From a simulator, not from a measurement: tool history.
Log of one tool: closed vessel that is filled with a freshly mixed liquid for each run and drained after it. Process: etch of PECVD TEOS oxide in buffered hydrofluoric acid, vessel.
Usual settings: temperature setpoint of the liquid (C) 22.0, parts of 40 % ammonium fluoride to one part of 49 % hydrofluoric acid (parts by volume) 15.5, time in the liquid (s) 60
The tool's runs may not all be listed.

run	day	temperature setpoint of the liquid (C)	parts of 40 % ammonium fluoride to one part of 49 % hydrofluoric acid (parts by volume)	time in the liquid (s)	wafers since the last listed run	hours since the thermometer was replaced	hours since the hydrofluoric acid flow meter was replaced	hours since the gauge calibration	read-back film thickness of the PECVD TEOS oxide reference wafer, read on the same gauge (nm)	thickness taken off the PECVD TEOS oxide on a monitor wafer (Å)
1	0.000	22.0	11.0	60	0	2799.6	1048.1	65.7	110.00	1410.7
2	0.396	22.0	11.0	60	1335	2809.1	1057.6	75.2	110.00	1406.5
3	1.000	22.0	11.0	60	2038	2823.6	1072.1	89.7	110.01	1389.9
4	1.304	24.0	15.5	60	1026	2830.9	1079.4	97.0	110.02	1118.6
5	1.942	24.0	15.5	60	2150	2846.2	1094.7	112.3	110.01	1120.0
6	2.396	24.0	15.5	60	1532	2857.1	1105.6	123.2	109.98	1130.4
7	2.817	22.0	15.5	60	1419	2867.2	1115.7	133.3	110.04	1001.0
8	3.442	22.0	15.5	65	2108	2882.2	1130.7	148.3	110.00	1072.8
# day 3.567: thermometer replaced
9	3.721	25.0	19.5	60	801	3.7	1137.4	155.0	109.99	934.9
10	4.283	19.5	15.5	80	1897	17.2	1150.9	168.5	110.04	1155.4
# day 4.658: hydrofluoric acid flow meter replaced
11	4.783	22.0	11.0	60	1546	29.2	3.0	180.5	110.02	1406.3
12	5.296	25.0	15.5	60	1728	41.5	15.3	192.8	109.98	1171.1
13	5.588	22.0	15.5	60	983	48.5	22.3	199.8	109.96	1006.1
14	6.075	20.5	10.0	40	1644	60.2	34.0	211.5	109.97	942.7

Run 15 comes next. What will it give?
# day 6.288: gauge calibrated
15	6.588	27.0	15.5	70	1728	72.5	46.3	7.2	?	?

{"run 15": {"read-back film thickness of the PECVD TEOS oxide reference wafer, read on the same gauge (nm)": 109.96, "thickness taken off the PECVD TEOS oxide on a monitor wafer (Å)": 1517.7}}
Without the tool's hidden state the same run would have given thickness taken off the PECVD TEOS oxide on a monitor wafer (Å) 1517.7.
